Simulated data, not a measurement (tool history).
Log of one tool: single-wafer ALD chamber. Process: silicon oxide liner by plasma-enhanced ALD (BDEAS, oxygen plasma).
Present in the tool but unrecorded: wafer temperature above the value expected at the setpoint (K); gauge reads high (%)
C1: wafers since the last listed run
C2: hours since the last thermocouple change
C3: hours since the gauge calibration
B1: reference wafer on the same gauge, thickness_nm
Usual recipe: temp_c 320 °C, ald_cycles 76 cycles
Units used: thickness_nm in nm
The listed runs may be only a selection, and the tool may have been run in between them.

run 1 hour=0.0 | temp_c=315 ald_cycles=76 | C1=0 C2=2357.2 C3=465.7 | B1=7.577 | thickness_nm=7.969
run 2 hour=25.3 | temp_c=315 ald_cycles=76 | C1=107 C2=2382.5 C3=491.0 | B1=7.564 | thickness_nm=7.952
run 3 hour=58.3 | temp_c=315 ald_cycles=76 | C1=140 C2=2415.5 C3=524.0 | B1=7.563 | thickness_nm=7.927
run 4 hour=93.5 | temp_c=320 ald_cycles=88 | C1=149 C2=2450.7 C3=559.2 | B1=7.561 | thickness_nm=9.125
run 5 hour=128.1 | temp_c=320 ald_cycles=88 | C1=147 C2=2485.3 C3=593.8 | B1=7.562 | thickness_nm=9.145
run 6 hour=152.5 | temp_c=320 ald_cycles=88 | C1=103 C2=2509.7 C3=618.2 | B1=7.554 | thickness_nm=9.148
run 7 hour=175.9 | temp_c=320 ald_cycles=66 | C1=99 C2=2533.1 C3=641.6 | B1=7.557 | thickness_nm=6.845
run 8 hour=192.4 | temp_c=320 ald_cycles=66 | C1=70 C2=2549.6 C3=658.1 | B1=7.558 | thickness_nm=6.869
run 9 hour=220.7 | temp_c=320 ald_cycles=66 | C1=120 C2=2577.9 C3=686.4 | B1=7.558 | thickness_nm=6.856
run 10 hour=252.9 | temp_c=320 ald_cycles=79 | C1=137 C2=2610.1 C3=718.6 | B1=7.562 | thickness_nm=8.209
run 11 hour=282.4 | temp_c=320 ald_cycles=79 | C1=125 C2=2639.6 C3=748.1 | B1=7.549 | thickness_nm=8.227
run 12 hour=308.4 | temp_c=320 ald_cycles=76 | C1=110 C2=2665.6 C3=774.1 | B1=7.555 | thickness_nm=7.905
run 13 hour=335.1 | temp_c=320 ald_cycles=76 | C1=113 C2=2692.3 C3=800.8 | B1=7.550 | thickness_nm=7.869
run 14 hour=359.1 | temp_c=320 ald_cycles=70 | C1=102 C2=2716.3 C3=824.8 | B1=7.545 | thickness_nm=7.254
run 15 hour=387.5 | temp_c=320 ald_cycles=76 | C1=120 C2=2744.7 C3=853.2 | B1=7.540 | thickness_nm=7.872
run 16 hour=401.4 | temp_c=320 ald_cycles=76 | C1=59 C2=2758.6 C3=867.1 | B1=7.547 | thickness_nm=7.886
-- hour=428.9 thermocouple changed; heater temperature recalibrated
run 17 hour=429.4 | temp_c=320 ald_cycles=76 | C1=85 C2=0.5 C3=895.1 | B1=7.546 | thickness_nm=7.854
-- hour=441.7 gauge calibrated
run 18 hour=446.3 | temp_c=320 ald_cycles=76 | C1=71 C2=17.4 C3=4.6 | B1=7.700 | thickness_nm=8.077
run 19 hour=460.3 | temp_c=320 ald_cycles=76 | C1=59 C2=31.4 C3=18.6 | B1=7.693 | thickness_nm=8.046
run 20 hour=496.0 | temp_c=320 ald_cycles=76 | C1=151 C2=67.1 C3=54.3 | B1=7.673 | thickness_nm=8.000
run 21 hour=509.4 | temp_c=330 ald_cycles=68 | C1=57 C2=80.5 C3=67.7 | B1=7.659 | thickness_nm=7.080
run 22 hour=540.7 | temp_c=327 ald_cycles=69 | C1=133 C2=111.8 C3=99.0 | B1=7.661 | thickness_nm=7.226
run 23 hour=556.1 | temp_c=331 ald_cycles=71 | C1=65 C2=127.2 C3=114.4 | B1=7.649 | thickness_nm=7.364
run 24 hour=591.9 | temp_c=320 ald_cycles=76 | C1=152 C2=163.0 C3=150.2 | B1=7.635 | thickness_nm=7.973
run 25 hour=607.3 | temp_c=325 ald_cycles=86 | C1=65 C2=178.4 C3=165.6 | B1=7.629 | thickness_nm=8.944
run 26 hour=630.9 | temp_c=320 ald_cycles=76 | C1=100 C2=202.0 C3=189.2 | B1=7.621 | thickness_nm=7.966
run 27 hour=666.2 | temp_c=307 ald_cycles=69 | C1=150 C2=237.3 C3=224.5 | B1=7.612 | thickness_nm=7.369
run 28 hour=694.2 | temp_c=320 ald_cycles=61 | C1=119 C2=265.3 C3=252.5 | B1=7.615 | thickness_nm=6.349
run 29 hour=710.3 | temp_c=311 ald_cycles=82 | C1=68 C2=281.4 C3=268.6 | B1=7.598 | thickness_nm=8.648
run 30 hour=730.1 | temp_c=328 ald_cycles=91 | C1=84 C2=301.2 C3=288.4 | B1=7.596 | thickness_nm=9.381
run 31 hour=760.4 | temp_c=324 ald_cycles=66 | C1=128 C2=331.5 C3=318.7 | B1=7.592 | thickness_nm=6.856
run 32 hour=784.5 | temp_c=320 ald_cycles=86 | C1=102 C2=355.6 C3=342.8 | B1=7.588 | thickness_nm=8.961
run 33 hour=820.3 | temp_c=320 ald_cycles=76 | C1=152 C2=391.4 C3=378.6 | B1=7.581 | thickness_nm=7.921
run 34 hour=833.1 | temp_c=312 ald_cycles=87 | C1=54 C2=404.2 C3=391.4 | B1=7.581 | thickness_nm=9.148
run 35 hour=857.6 | temp_c=316 ald_cycles=89 | C1=104 C2=428.7 C3=415.9 | B1=7.569 | thickness_nm=9.327
run 36 hour=881.9 | temp_c=315 ald_cycles=89 | C1=103 C2=453.0 C3=440.2 | B1=7.579 | thickness_nm=9.307
run 37 hour=906.9 | temp_c=320 ald_cycles=65 | C1=106 C2=478.0 C3=465.2 | B1=7.565 | thickness_nm=6.780
run 38 hour=940.4 | temp_c=320 ald_cycles=68 | C1=142 C2=511.5 C3=498.7 | B1=7.564 | thickness_nm=7.048
run 39 hour=972.9 | temp_c=306 ald_cycles=84 | C1=138 C2=544.0 C3=531.2 | B1=7.554 | thickness_nm=8.862
run 40 hour=994.8 | temp_c=308 ald_cycles=72 | C1=93 C2=565.9 C3=553.1 | B1=7.565 | thickness_nm=7.607
run 41 hour=1007.2 | temp_c=320 ald_cycles=76 | C1=52 C2=578.3 C3=565.5 | B1=7.556 | thickness_nm=7.874

Each row is a separate what-if for the run after 41, all from the same tool condition, not one after another. Results?
run A hour=1007.7 | temp_c=320 ald_cycles=76 | C1=2 C2=578.8 C3=566.0 | B1=? | thickness_nm=?
run B hour=1007.7 | temp_c=316 ald_cycles=76 | C1=2 C2=578.8 C3=566.0 | B1=? | thickness_nm=?
run C hour=1007.7 | temp_c=320 ald_cycles=67 | C1=2 C2=578.8 C3=566.0 | B1=? | thickness_nm=?
run D hour=1007.7 | temp_c=334 ald_cycles=68 | C1=2 C2=578.8 C3=566.0 | B1=? | thickness_nm=?

run=A B1=7.548 thickness_nm=7.915
run=B B1=7.548 thickness_nm=7.955
run=C B1=7.548 thickness_nm=6.978
run=D B1=7.548 thickness_nm=6.956
With no hidden state in the tool, these same runs would have given:
run=A thickness_nm=8.053
run=B thickness_nm=8.094
run=C thickness_nm=7.100
run=D thickness_nm=7.078
